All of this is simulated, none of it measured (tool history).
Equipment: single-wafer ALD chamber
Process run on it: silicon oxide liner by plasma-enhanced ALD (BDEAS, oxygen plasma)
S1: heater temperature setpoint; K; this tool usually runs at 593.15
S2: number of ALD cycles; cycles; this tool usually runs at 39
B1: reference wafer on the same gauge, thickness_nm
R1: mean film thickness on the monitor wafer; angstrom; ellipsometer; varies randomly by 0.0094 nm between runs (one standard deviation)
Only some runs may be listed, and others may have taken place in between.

run 1 hour=0 | S1=593.15 S2=39 | B1=3.86 | R1=37.44
run 2 hour=17.2 | S1=583.15 S2=36 | B1=3.861 | R1=35.02
run 3 hour=34.2 | S1=593.15 S2=39 | B1=3.86 | R1=37.5
run 4 hour=48.1 | S1=593.15 S2=39 | B1=3.858 | R1=37.27
run 5 hour=70.8 | S1=593.15 S2=39 | B1=3.861 | R1=37.37
run 6 hour=101.8 | S1=593.15 S2=39 | B1=3.859 | R1=37.56
run 7 hour=204.3 | S1=593.15 S2=39 | B1=3.861 | R1=37.45
-- hour=289.6 gauge calibrated
run 8 hour=295.2 | S1=605.15 S2=39 | B1=3.861 | R1=36.84
run 9 hour=313 | S1=593.15 S2=39 | B1=3.859 | R1=37.57
run 10 hour=326.5 | S1=593.15 S2=39 | B1=3.859 | R1=37.46
run 11 hour=346.5 | S1=593.15 S2=39 | B1=3.861 | R1=37.35
run 12 hour=404.9 | S1=584.15 S2=39 | B1=3.859 | R1=38.02
run 13 hour=433.5 | S1=584.15 S2=39 | B1=3.861 | R1=37.84
run 14 hour=457 | S1=584.15 S2=39 | B1=3.859 | R1=37.87
run 15 hour=474.4 | S1=593.15 S2=39 | B1=3.859 | R1=37.51
run 16 hour=493 | S1=593.15 S2=39 | B1=3.86 | R1=37.38
-- hour=581.8 thermocouple changed; heater temperature recalibrated
run 17 hour=582.3 | S1=593.15 S2=39 | B1=3.86 | R1=37.38
run 18 hour=610 | S1=599.15 S2=39 | B1=3.862 | R1=37.3
run 19 hour=632.9 | S1=599.15 S2=39 | B1=3.86 | R1=37.13
run 20 hour=661.1 | S1=593.15 S2=39 | B1=3.86 | R1=37.53
run 21 hour=674.5 | S1=593.15 S2=39 | B1=3.861 | R1=37.32
run 22 hour=698.5 | S1=593.15 S2=39 | B1=3.86 | R1=37.5
run 23 hour=729.5 | S1=593.15 S2=42 | B1=3.86 | R1=40.45
run 24 hour=752.4 | S1=607.15 S2=35 | B1=3.86 | R1=33.03
run 25 hour=778.9 | S1=606.15 S2=33 | B1=3.86 | R1=31.18
run 26 hour=791.9 | S1=593.15 S2=39 | B1=3.861 | R1=37.41
run 27 hour=824.5 | S1=593.15 S2=33 | B1=3.862 | R1=31.73

What will run 28 give?
run 28 hour=882.3 | S1=599.15 S2=33 | B1=? | R1=?

Logged for run 28: B1 3.86, R1 31.43 angstrom.
If the tool had no hidden condition, the same run with the same run-to-run variation would have returned R1 31.43 angstrom.
